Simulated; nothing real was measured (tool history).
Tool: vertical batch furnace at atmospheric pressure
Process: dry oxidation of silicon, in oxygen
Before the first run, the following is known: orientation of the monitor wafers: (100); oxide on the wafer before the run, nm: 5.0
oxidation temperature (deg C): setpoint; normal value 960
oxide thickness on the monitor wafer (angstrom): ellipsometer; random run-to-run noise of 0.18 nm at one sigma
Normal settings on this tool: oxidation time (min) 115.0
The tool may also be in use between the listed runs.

run     day  oxidation temperature (deg C)  oxidation time (min)  read-back reference wafer on the same gauge, thickness  oxide thickness on the monitor wafer (angstrom)
  1   0.000                            951                 115.0                                                   62.78                                            494.6
  2   2.658                            960                 115.0                                                   62.83                                            538.6
  3   4.783                            960                  81.5                                                   62.84                                            423.2
  4   6.383                            960                  81.5                                                   62.79                                            425.2
  5   9.250                            960                 115.0                                                   62.79                                            537.2
  6  11.329                            960                 115.0                                                   62.79                                            537.2
     12.542  -- gauge calibrated
  7  13.562                            973                 115.0                                                   62.79                                            596.6
  8  15.479                            973                 115.0                                                   62.82                                            596.0
  9  20.892                            960                 115.0                                                   62.78                                            539.3
     22.946  -- thermocouples replaced and temperature profile calibrated
     23.233  -- boat lift adjusted
 10  23.617                            960                 115.0                                                   62.78                                            555.3
 11  25.642                            978                 136.5                                                   62.78                                            715.2
 12  28.100                            983                 132.0                                                   62.79                                            724.6
 13  29.288                            942                  59.5                                                   62.79                                            301.3
 14  31.712                            941                  68.5                                                   62.85                                            324.8
 15  34.267                            984                  83.5                                                   62.82                                            530.9
     35.200  -- gauge calibrated
 16  37.200                            949                  65.0                                                   62.80                                            340.4
 17  38.633                            960                 115.0                                                   62.86                                            549.4
 18  39.954                            968                 149.0                                                   62.83                                            705.1
 19  41.408                            973                 170.5                                                   62.78                                            798.9
 20  44.204                            984                  83.5                                                   62.83                                            529.1

3 options for the next run, each taken on its own from the tool as it stands now. Forecast them:
  A  44.454                            981                 115.0                                                       ?                                                ?
  B  44.454                            977                  92.0                                                       ?                                                ?
  C  44.454                            944                 132.5                                                       ?                                                ?

run  read-back reference wafer on the same gauge, thickness  oxide thickness on the monitor wafer (angstrom)
  A                                                   62.85                                            641.1
  B                                                   62.85                                            534.0
  C                                                   62.85                                            516.3
What these runs would have given with no unlogged condition in the tool:
run  oxide thickness on the monitor wafer (angstrom)
  A                                            651.9
  B                                            542.5
  C                                            527.4
